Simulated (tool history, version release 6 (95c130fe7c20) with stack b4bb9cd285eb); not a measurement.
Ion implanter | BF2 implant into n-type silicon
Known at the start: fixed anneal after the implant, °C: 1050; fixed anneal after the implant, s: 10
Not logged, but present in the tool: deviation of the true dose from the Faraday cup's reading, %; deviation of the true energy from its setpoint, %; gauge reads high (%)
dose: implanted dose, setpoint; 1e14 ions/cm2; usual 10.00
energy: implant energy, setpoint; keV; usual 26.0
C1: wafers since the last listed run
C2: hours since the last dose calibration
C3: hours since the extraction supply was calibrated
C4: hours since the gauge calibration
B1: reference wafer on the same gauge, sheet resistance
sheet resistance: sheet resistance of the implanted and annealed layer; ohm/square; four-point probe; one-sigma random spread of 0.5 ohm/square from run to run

run 1 hour=0.0 | dose=10.00 energy=26.0 | C1=0 C2=812.2 C3=2857.4 C4=834.6 | B1=115.08 | sheet_resistance=134.11
run 2 hour=40.6 | dose=10.00 energy=26.0 | C1=691 C2=852.8 C3=2898.0 C4=875.2 | B1=114.98 | sheet_resistance=133.73
run 3 hour=81.4 | dose=10.00 energy=26.0 | C1=695 C2=893.6 C3=2938.8 C4=916.0 | B1=115.02 | sheet_resistance=134.34
run 4 hour=125.0 | dose=10.00 energy=26.0 | C1=742 C2=937.2 C3=2982.4 C4=959.6 | B1=114.96 | sheet_resistance=133.78
run 5 hour=232.2 | dose=10.00 energy=26.0 | C1=1826 C2=1044.4 C3=3089.6 C4=1066.8 | B1=114.95 | sheet_resistance=133.05
run 6 hour=284.2 | dose=10.00 energy=26.0 | C1=885 C2=1096.4 C3=3141.6 C4=1118.8 | B1=114.99 | sheet_resistance=133.10
run 7 hour=342.4 | dose=10.00 energy=26.0 | C1=991 C2=1154.6 C3=3199.8 C4=1177.0 | B1=114.89 | sheet_resistance=132.64
run 8 hour=396.1 | dose=10.00 energy=26.0 | C1=914 C2=1208.3 C3=3253.5 C4=1230.7 | B1=115.06 | sheet_resistance=133.44
run 9 hour=495.0 | dose=10.00 energy=26.0 | C1=1685 C2=1307.2 C3=3352.4 C4=1329.6 | B1=114.93 | sheet_resistance=133.39
run 10 hour=548.6 | dose=10.00 energy=26.0 | C1=913 C2=1360.8 C3=3406.0 C4=1383.2 | B1=115.06 | sheet_resistance=133.18
run 11 hour=624.7 | dose=10.00 energy=26.0 | C1=1296 C2=1436.9 C3=3482.1 C4=1459.3 | B1=114.84 | sheet_resistance=133.12
-- hour=656.0 Faraday cup replaced and dose calibrated
run 12 hour=690.5 | dose=8.77 energy=22.5 | C1=984 C2=34.5 C3=3547.9 C4=1525.1 | B1=115.02 | sheet_resistance=152.85
-- hour=694.6 gauge calibrated
run 13 hour=756.7 | dose=10.00 energy=23.5 | C1=1127 C2=100.7 C3=3614.1 C4=62.1 | B1=115.07 | sheet_resistance=138.88
run 14 hour=826.5 | dose=10.00 energy=26.0 | C1=1189 C2=170.5 C3=3683.9 C4=131.9 | B1=114.92 | sheet_resistance=135.57
-- hour=863.9 extraction supply calibrated
run 15 hour=892.2 | dose=8.75 energy=29.0 | C1=983 C2=236.2 C3=28.3 C4=197.6 | B1=115.01 | sheet_resistance=142.22
run 16 hour=966.5 | dose=10.81 energy=26.0 | C1=1265 C2=310.5 C3=102.6 C4=271.9 | B1=115.09 | sheet_resistance=128.91
run 17 hour=1022.8 | dose=10.78 energy=29.5 | C1=959 C2=366.8 C3=158.9 C4=328.2 | B1=115.05 | sheet_resistance=123.29
run 18 hour=1085.1 | dose=12.99 energy=17.5 | C1=1061 C2=429.1 C3=221.2 C4=390.5 | B1=114.98 | sheet_resistance=138.01
run 19 hour=1143.8 | dose=9.17 energy=34.5 | C1=1000 C2=487.8 C3=279.9 C4=449.2 | B1=114.97 | sheet_resistance=132.03
run 20 hour=1202.8 | dose=10.00 energy=30.0 | C1=1005 C2=546.8 C3=338.9 C4=508.2 | B1=114.96 | sheet_resistance=128.20
run 21 hour=1260.2 | dose=10.00 energy=26.0 | C1=977 C2=604.2 C3=396.3 C4=565.6 | B1=114.97 | sheet_resistance=134.22
run 22 hour=1296.7 | dose=10.00 energy=26.0 | C1=621 C2=640.7 C3=432.8 C4=602.1 | B1=115.03 | sheet_resistance=132.57

Difference, measured minus no-hidden-state, one row per run. Run-to-run variation is common to both terms; the gauge's own scatter need not be:
run=1 sheet_resistance=-3.26
run=2 sheet_resistance=-3.30
run=3 sheet_resistance=-3.36
run=4 sheet_resistance=-3.40
run=5 sheet_resistance=-3.47
run=6 sheet_resistance=-3.51
run=7 sheet_resistance=-3.53
run=8 sheet_resistance=-3.58
run=9 sheet_resistance=-3.62
run=10 sheet_resistance=-3.64
run=11 sheet_resistance=-3.66
run=12 sheet_resistance=-1.02
run=13 sheet_resistance=-1.30
run=14 sheet_resistance=-1.80
run=15 sheet_resistance=-2.77
run=16 sheet_resistance=-2.14
run=17 sheet_resistance=-2.41
run=18 sheet_resistance=-1.53
run=19 sheet_resistance=-3.89
run=20 sheet_resistance=-3.36
run=21 sheet_resistance=-3.38
run=22 sheet_resistance=-3.40
